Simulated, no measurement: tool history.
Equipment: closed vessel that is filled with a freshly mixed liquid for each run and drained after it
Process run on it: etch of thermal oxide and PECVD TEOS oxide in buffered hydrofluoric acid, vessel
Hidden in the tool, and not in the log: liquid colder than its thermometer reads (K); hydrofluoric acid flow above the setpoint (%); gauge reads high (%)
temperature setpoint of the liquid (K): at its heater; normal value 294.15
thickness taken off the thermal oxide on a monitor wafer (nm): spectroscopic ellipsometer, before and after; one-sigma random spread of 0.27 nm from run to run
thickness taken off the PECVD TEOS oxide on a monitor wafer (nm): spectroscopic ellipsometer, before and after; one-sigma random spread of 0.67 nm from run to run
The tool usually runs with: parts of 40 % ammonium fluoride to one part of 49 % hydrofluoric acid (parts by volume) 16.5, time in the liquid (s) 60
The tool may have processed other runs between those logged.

| run | hour | temperature setpoint of the liquid (K) | parts of 40 % ammonium fluoride to one part of 49 % hydrofluoric acid (parts by volume) | time in the liquid (s) | wafers since the last listed run | hours since the thermometer was replaced | hours since the hydrofluoric acid flow meter was replaced | hours since the gauge calibration | read-back film thickness of the thermal oxide reference wafer, read on the same gauge (nm) | read-back film thickness of the PECVD TEOS oxide reference wafer, read on the same gauge (nm) | thickness taken off the thermal oxide on a monitor wafer (nm) | thickness taken off the PECVD TEOS oxide on a monitor wafer (nm) |
|---|---|---|---|---|---|---|---|---|---|---|---|---|
| 1 | 0 | 291.15 | 13 | 60 | 0 | 164.9 | 500 | 238.2 | 130 | 70.04 | 41.23 | 97.57 |
| 2 | 55 | 291.15 | 13 | 60 | 3806 | 219.9 | 555 | 293.2 | 130.01 | 69.99 | 40.62 | 96.59 |
| 3 | 143 | 294.15 | 16.5 | 60 | 6090 | 307.9 | 643 | 381.2 | 130.01 | 70.03 | 38.37 | 91.54 |
| 4 | 243.5 | 294.15 | 16.5 | 60 | 6956 | 408.4 | 743.5 | 481.7 | 130 | 70.03 | 39.08 | 91.69 |
| 5 | 349.7 | 294.15 | 16.5 | 60 | 7350 | 514.6 | 849.7 | 587.9 | 130 | 70.01 | 38.56 | 93.39 |
|  | 418.8 | thermometer replaced |
| 6 | 451.7 | 295.65 | 16.5 | 40 | 6990 | 32.9 | 951.7 | 689.9 | 130.02 | 70.02 | 28.5 | 67.61 |
| 7 | 543.7 | 295.65 | 16.5 | 40 | 6367 | 124.9 | 1043.7 | 781.9 | 130.02 | 70.03 | 28.45 | 66.87 |
| 8 | 617.4 | 295.65 | 16.5 | 40 | 5101 | 198.6 | 1117.4 | 855.6 | 130.02 | 70.01 | 27.99 | 67.53 |
| 9 | 714.4 | 294.15 | 16.5 | 60 | 6713 | 295.6 | 1214.4 | 952.6 | 130 | 70.01 | 39.22 | 92.78 |
|  | 739.7 | hydrofluoric acid flow meter replaced |
| 10 | 807.8 | 292.65 | 18.5 | 60 | 6395 | 389 | 68.1 | 1046 | 129.99 | 70 | 31.26 | 73.84 |
| 11 | 884.8 | 290.15 | 19 | 85 | 5329 | 466 | 145.1 | 1123 | 129.99 | 69.99 | 37.56 | 87.91 |
| 12 | 990.5 | 294.15 | 11 | 95 | 7316 | 571.7 | 250.8 | 1228.7 | 129.98 | 69.97 | 89.7 | 212.56 |
|  | 1021.2 | thermometer replaced |
| 13 | 1097.6 | 297.15 | 21.5 | 35 | 7343 | 76.4 | 357.9 | 1335.8 | 130.01 | 70 | 20.59 | 49.6 |
|  | 1160.6 | gauge calibrated |
| 14 | 1189 | 294.15 | 16.5 | 60 | 6326 | 167.8 | 449.3 | 28.4 | 130 | 70 | 38.69 | 91.07 |
| 15 | 1242.8 | 294.15 | 12.5 | 30 | 3723 | 221.6 | 503.1 | 82.2 | 129.97 | 70.01 | 25.64 | 60.22 |
| 16 | 1309 | 294.15 | 18.5 | 35 | 4582 | 287.8 | 569.3 | 148.4 | 130 | 69.99 | 20.23 | 48 |
| 17 | 1385.2 | 290.15 | 19.5 | 80 | 5274 | 364 | 645.5 | 224.6 | 130 | 70.04 | 34.92 | 81.56 |
| 18 | 1428.9 | 294.15 | 16.5 | 60 | 3024 | 407.7 | 689.2 | 268.3 | 130.01 | 70.01 | 38.56 | 91.25 |
|  | 1496.3 | thermometer replaced |
| 19 | 1517 | 296.65 | 22 | 75 | 6028 | 20.7 | 777.3 | 356.4 | 129.99 | 69.96 | 42.88 | 100.46 |

5 ways to go on from here, each from the tool as it stands after run 19. What would each give?
| A | 1517.7 | 294.15 | 12.5 | 60 | 48 | 21.4 | 778 | 357.1 | ? | ? | ? | ? |
| B | 1517.7 | 297.65 | 22 | 50 | 48 | 21.4 | 778 | 357.1 | ? | ? | ? | ? |
| C | 1517.7 | 297.65 | 16.5 | 35 | 48 | 21.4 | 778 | 357.1 | ? | ? | ? | ? |
| D | 1517.7 | 292.15 | 18.5 | 60 | 48 | 21.4 | 778 | 357.1 | ? | ? | ? | ? |
| E | 1517.7 | 294.15 | 19.5 | 60 | 48 | 21.4 | 778 | 357.1 | ? | ? | ? | ? |

| run | read-back film thickness of the thermal oxide reference wafer, read on the same gauge (nm) | read-back film thickness of the PECVD TEOS oxide reference wafer, read on the same gauge (nm) | thickness taken off the thermal oxide on a monitor wafer (nm) | thickness taken off the PECVD TEOS oxide on a monitor wafer (nm) |
|---|---|---|---|---|
| A | 129.98 | 70.01 | 50.74 | 121.05 |
| B | 129.98 | 70.01 | 30.01 | 71.6 |
| C | 129.98 | 70.01 | 27.33 | 65.2 |
| D | 129.98 | 70.01 | 30.85 | 73.6 |
| E | 129.98 | 70.01 | 32.77 | 78.17 |
Without the tool's hidden state the same runs would have given:
| run | thickness taken off the thermal oxide on a monitor wafer (nm) | thickness taken off the PECVD TEOS oxide on a monitor wafer (nm) |
|---|---|---|
| A | 49.42 | 117.91 |
| B | 29.46 | 70.29 |
| C | 26.62 | 63.5 |
| D | 30.04 | 71.67 |
| E | 31.91 | 76.12 |
